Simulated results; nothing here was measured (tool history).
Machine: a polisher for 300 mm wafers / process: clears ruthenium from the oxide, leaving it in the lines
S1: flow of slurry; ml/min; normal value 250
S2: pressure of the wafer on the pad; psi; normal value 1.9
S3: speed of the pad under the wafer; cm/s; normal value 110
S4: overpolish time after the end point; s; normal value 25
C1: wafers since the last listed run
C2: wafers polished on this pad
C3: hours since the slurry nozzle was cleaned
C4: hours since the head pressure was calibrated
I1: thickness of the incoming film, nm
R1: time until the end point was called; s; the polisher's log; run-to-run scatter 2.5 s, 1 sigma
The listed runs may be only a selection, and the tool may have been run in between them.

run   hour   S1   S2   S3  S4   C1    C2     C3      C4     I1     R1
  1      0  250  1.9  110  25    0   903  207.6   736.1  174.2  141.7
  2   25.4  250  1.9  110  25  174  1078    233   761.5  173.8    137
      35.6  -- worn pad replaced by a new one
  3   52.5  250  1.9  110  25  158   116  260.1   788.6    173  132.7
  4     86  290  1.4  110  25  230   346  293.6   822.1  174.8  173.3
  5  108.8  250  1.9  110  25  156   502  316.4   844.9  174.5  144.3
  6  138.9  250  1.9  110  25  206   709  346.5     875  177.3  142.4
     182.1  -- worn pad replaced by a new one
  7  194.9  250  1.9  110  25  357    88  402.5     931  173.5  138.9
  8  220.6  250  1.9   82  25  176   264  428.2   956.7    176  193.3
  9    236  250  1.9  110  25  105   370  443.6   972.1  174.3  145.1
 10  251.3  250  1.9  110  25  105   475  458.9   987.4  176.2    146
 11  264.1  250  1.9  110  25   87   563  471.7  1000.2    173  137.9
 12  281.7  300  1.9   82  25  120   684  489.3  1017.8  177.2  192.2
 13  312.4  300  1.9   82  25  210   895    520  1048.5  176.4  190.2
       328  -- worn pad replaced by a new one
 14  330.8  300  1.9   82  25   98    19  538.4  1066.9    177  191.3
 15  348.2  250  1.9  110  17  119   138  555.8  1084.3  174.4    147
 16  376.4  250  1.9  110  17  193   332    584  1112.5  175.6  146.7
 17  394.6  250  1.9  110  25  124   457  602.2  1130.7    175  144.3
 18  413.2  250  1.9  110  37  127   585  620.8  1149.3  174.4    144
 19  427.6  335  1.3  110  33   98   684  635.2  1163.7  173.8  185.1
 20  440.9  250  1.9   92  37   91   775  648.5    1177  172.7  173.7
 21  453.8  250  1.9  110  25   88   864  661.4  1189.9  178.9  152.4
     467.3  -- slurry nozzle cleaned
     486.5  -- worn pad replaced by a new one
 22    487  250  1.9  110  16  193     3   19.7  1223.1    172  136.7
     493.4  -- head pressure recalibrated
 23  506.7  250  1.9  110  25  121   125   39.4    13.3  173.7  141.1
 24  533.4  305  2.4   76  18  183   308   66.1      40  175.4  159.4
 25  562.2  250  1.9  110  25  197   506   94.9    68.8  175.7  141.8
 26    581  250  1.9  110  25  129   635  113.7    87.6    174  139.1
 27  616.1  320  2.1   74  13  241   876  148.8   122.7  174.7  183.7
 28  635.2  325  2.2  110  25  131  1007  167.9   141.8  175.8  120.7
     663.6  -- worn pad replaced by a new one
 29    665  250  1.4  110  25  177     9  197.7   171.6  174.7  172.9
 30  700.8  250  2.4  110  16  245   255  233.5   207.4  177.4  115.3
 31  719.7  250  1.9  132  29  129   385  252.4   226.3  176.5  114.6
 32  750.7  250  1.9  142  25  212   598  283.4   257.3  172.2    106
 33  778.4  250  1.9  110  11  190   788  311.1     285  176.8  146.8
 34  791.3  250  1.9  110  11   88   877    324   297.9  172.1  138.7

How the hidden state differs across the entries between the runs, from the last listed run before each to the first after it:
Between runs 2 and 3: worn pad replaced by a new one (hour 35.6)
  slurry flow missing at the pad, %: 19 -> 20.5
  the result without the hidden state subtracted from the measured one, R1: +3.5 -> +3.7 s
Between runs 6 and 7: worn pad replaced by a new one (hour 182.1)
  slurry flow missing at the pad, %: 25.1 -> 28.2
  the result without the hidden state subtracted from the measured one, R1: +5.2 -> +5.9 s
Between runs 13 and 14: worn pad replaced by a new one (hour 328)
  slurry flow missing at the pad, %: 34.5 -> 35.5
  the result without the hidden state subtracted from the measured one, R1: +9.1 -> +9.6 s
Between runs 21 and 22: slurry nozzle cleaned (hour 467.3); worn pad replaced by a new one (hour 486.5)
  slurry flow missing at the pad, %: 42.1 -> 3.36
  the result without the hidden state subtracted from the measured one, R1: +11.9 -> +0.5 s
Between runs 22 and 23: head pressure recalibrated (hour 493.4)
  slurry flow missing at the pad, %: 3.36 -> 4.42
  the result without the hidden state subtracted from the measured one, R1: +0.5 -> +0.7 s
Between runs 28 and 29: worn pad replaced by a new one (hour 663.6)
  slurry flow missing at the pad, %: 11.4 -> 13
  the result without the hidden state subtracted from the measured one, R1: +1.4 -> +2.9 s
